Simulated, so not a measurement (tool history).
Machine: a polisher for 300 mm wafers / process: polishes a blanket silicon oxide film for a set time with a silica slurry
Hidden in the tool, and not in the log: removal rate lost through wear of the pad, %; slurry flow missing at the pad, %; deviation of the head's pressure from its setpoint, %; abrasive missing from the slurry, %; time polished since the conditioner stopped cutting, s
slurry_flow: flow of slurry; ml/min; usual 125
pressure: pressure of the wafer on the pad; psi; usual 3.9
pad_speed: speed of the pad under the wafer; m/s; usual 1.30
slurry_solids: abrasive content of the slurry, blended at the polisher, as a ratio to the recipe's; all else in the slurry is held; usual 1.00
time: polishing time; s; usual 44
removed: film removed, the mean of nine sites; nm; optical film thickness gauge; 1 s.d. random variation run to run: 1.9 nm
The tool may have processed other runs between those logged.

run	hour	slurry_flow	pressure	pad_speed	slurry_solids	time	wafers since the last listed run	wafers polished on this pad	hours since the slurry nozzle was cleaned	hours since the head pressure was calibrated	hours since the slurry blender was calibrated	hours since the conditioning disc was replaced	incoming thickness of the incoming film, nm	removed
1	0.0	125	3.9	1.30	0.85	44	0	668	316.8	547.3	439.4	101.2	926.1	154.5
# hour 9.5: slurry blender recalibrated
2	60.7	125	3.9	1.30	0.85	44	547	1215	377.5	608.0	51.2	161.9	914.5	171.2
3	132.2	125	3.9	1.30	0.85	44	667	1883	449.0	679.5	122.7	233.4	895.7	165.2
4	172.2	100	2.9	1.30	1.15	54	373	2256	489.0	719.5	162.7	273.4	912.6	171.8
# hour 182.4: slurry nozzle cleaned
# hour 197.8: head pressure recalibrated
5	242.3	125	3.9	1.30	1.00	44	626	2882	59.9	44.5	232.8	343.5	908.1	157.5
6	281.6	125	3.9	1.30	1.00	55	366	3249	99.2	83.8	272.1	382.8	917.8	203.0
# hour 314.7: conditioning disc replaced and pad reconditioned
7	321.1	125	4.9	1.30	1.00	51	349	3599	138.7	123.3	311.6	6.4	926.6	242.5
8	393.0	125	3.9	1.66	1.00	44	671	4270	210.6	195.2	383.5	78.3	911.3	201.2
# hour 438.6: worn pad replaced by a new one
9	440.3	140	3.9	1.30	1.20	57	404	16	257.9	242.5	430.8	125.6	918.9	242.6
10	478.6	125	3.9	1.30	0.75	58	357	373	296.2	280.8	469.1	163.9	903.4	181.5
11	529.6	165	3.9	1.74	0.70	56	475	849	347.2	331.8	520.1	214.9	909.4	221.5
# hour 552.6: slurry blender recalibrated
12	575.7	125	3.9	1.30	1.00	44	411	1261	393.3	377.9	23.1	261.0	911.0	189.3
# hour 630.3: slurry nozzle cleaned
# hour 755.1: conditioning disc replaced and pad reconditioned
13	755.6	125	3.9	1.12	1.10	40	1650	2912	125.3	557.8	203.0	0.5	916.9	148.4
14	798.9	145	3.9	1.06	0.90	59	404	3316	168.6	601.1	246.3	43.8	904.1	192.8
15	868.4	165	3.9	1.30	1.00	44	648	3964	238.1	670.6	315.8	113.3	892.0	179.4
# hour 878.5: head pressure recalibrated
# hour 895.7: worn pad replaced by a new one
16	903.1	105	3.9	1.60	1.00	58	267	69	272.8	24.6	350.5	148.0	909.0	239.3
17	951.0	125	3.9	1.30	1.00	44	447	516	320.7	72.5	398.4	195.9	904.2	162.4
# hour 1035.3: slurry blender recalibrated
18	1061.6	150	3.9	0.86	0.90	44	1013	1529	431.3	183.1	26.3	306.5	905.3	130.2
# hour 1080.3: slurry nozzle cleaned
19	1107.0	125	3.2	1.64	0.80	54	414	1944	26.7	228.5	71.7	351.9	911.1	194.1
20	1132.3	150	3.9	1.30	1.00	44	236	2180	52.0	253.8	97.0	377.2	913.2	188.6
21	1163.1	125	4.5	1.30	0.85	44	287	2467	82.8	284.6	127.8	408.0	899.0	190.5
# hour 1167.3: conditioning disc replaced and pad reconditioned
22	1211.2	125	5.2	1.42	1.00	58	430	2898	130.9	332.7	175.9	43.9	899.1	338.9
23	1281.6	125	3.9	1.30	1.00	44	657	3555	201.3	403.1	246.3	114.3	892.6	177.5
24	1329.3	125	2.5	1.30	0.90	51	445	4000	249.0	450.8	294.0	162.0	914.6	124.0
# hour 1441.4: worn pad replaced by a new one
25	1455.2	160	3.9	1.42	1.00	44	1137	128	374.9	576.7	419.9	287.9	907.8	192.1
26	1515.6	125	3.9	1.30	1.00	44	563	692	435.3	637.1	480.3	348.3	914.1	174.1

Selected run-to-run steps in removed, each split into two signed amounts: the part the tool would show with no hidden state at all (from settings, incoming material and random variation), and the remainder, which goes to the hidden state together with any gauge scatter not common to the measured and the hidden-state-free results:
Run 11 -> 12: slurry_flow 165 -> 125, pad_speed 1.74 -> 1.30, slurry_solids 0.70 -> 1.00, time 56 -> 44, slurry blender recalibrated. removed -32.2 nm: hidden state +29.8, all else -62.0.
Run 15 -> 16: slurry_flow 165 -> 105, pad_speed 1.30 -> 1.60, time 44 -> 58, head pressure recalibrated, worn pad replaced by a new one. removed +59.9 nm: hidden state -23.1, all else +83.0.
Run 21 -> 22: pressure 4.5 -> 5.2, pad_speed 1.30 -> 1.42, slurry_solids 0.85 -> 1.00, time 44 -> 58, conditioning disc replaced and pad reconditioned. removed +148.4 nm: hidden state +1.3, all else +147.1.
Run 22 -> 23: pressure 5.2 -> 3.9, pad_speed 1.42 -> 1.30, time 58 -> 44. removed -161.4 nm: hidden state -3.9, all else -157.5.

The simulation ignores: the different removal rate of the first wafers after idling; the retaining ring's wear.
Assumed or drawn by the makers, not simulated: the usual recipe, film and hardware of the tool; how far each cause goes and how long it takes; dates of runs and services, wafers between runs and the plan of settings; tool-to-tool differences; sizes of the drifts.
